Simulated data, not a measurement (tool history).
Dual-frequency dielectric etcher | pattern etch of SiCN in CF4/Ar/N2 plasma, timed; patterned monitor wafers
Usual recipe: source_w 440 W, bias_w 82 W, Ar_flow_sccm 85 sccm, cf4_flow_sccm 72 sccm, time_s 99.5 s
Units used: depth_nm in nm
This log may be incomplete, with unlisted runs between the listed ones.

run   hour  source_w  bias_w  Ar_flow_sccm  cf4_flow_sccm  time_s  read-back reference wafer on the same gauge, depth_nm  depth_nm
  1      0       440      82            85             72    99.5                                                   99.5      90.3
  2   17.8       440      82            85             72    99.5                                                   99.6      90.2
  3   33.6       440      82            85             72    99.5                                                   99.5      90.6
  4   60.2       440      82            85             72      84                                                   99.7      76.4
  5   85.3       440      82            85             72      84                                                   99.6      76.3
  6    117       440      82            85             72      91                                                   99.6      82.7
  7  143.7       440      82            85             72      91                                                   99.5      82.7
     146.1  -- gauge calibrated
  8  157.1       440      82            85             72      91                                                   99.6      82.7
  9  180.4       440      82            95             72    99.5                                                   99.6        89
     193.2  -- source power generator calibrated
 10  196.2       440      82            85             72      91                                                   99.6      82.9
     210.6  -- bias power generator calibrated
     219.8  -- CF4 flow controller replaced
 11  220.3       530      82            85             72    99.5                                                   99.6      99.3
 12  251.6       440      94            85             72    99.5                                                   99.7      93.2
     267.5  -- Ar flow controller replaced
     282.8  -- upper electrode replaced
     285.9  -- wet clean of the chamber
 13  286.4       340      66            76             72    99.5                                                   99.6      78.1
 14  301.8       440      82            85             72    99.5                                                   99.6      90.2
 15  319.1       350      63           105             72    72.5                                                   99.6      54.7
 16  332.3       550      69            78             56    99.5                                                   99.6      95.1
 17  351.8       440      98            85             72   115.5                                                   99.6     108.9
 18  367.5       440      82            85             66    99.5                                                   99.6      89.1
 19    390       440      82            85             72    99.5                                                   99.6      90.3

Consider 5 possible next runs. They are alternatives, not a sequence: every one starts from the tool as it was left by run 19. What does each give?
  A  390.4       440      82            85             72    99.5                                                      ?         ?
  B  390.4       440      82            85             72      82                                                      ?         ?
  C  390.4       530      82           101             83    86.5                                                      ?         ?
  D  390.4       440      72            85             72      85                                                      ?         ?
  E  390.4       440      82            85             84      90                                                      ?         ?

run  read-back reference wafer on the same gauge, depth_nm  depth_nm
  A                                                   99.7      90.4
  B                                                   99.7      74.5
  C                                                   99.7      85.8
  D                                                   99.7      75.2
  E                                                   99.7      83.3
Take away the tool's hidden state, keep each run's random variation, and the runs would have read:
run  depth_nm
  A      90.1
  B      74.3
  C      85.6
  D        75
  E      83.1
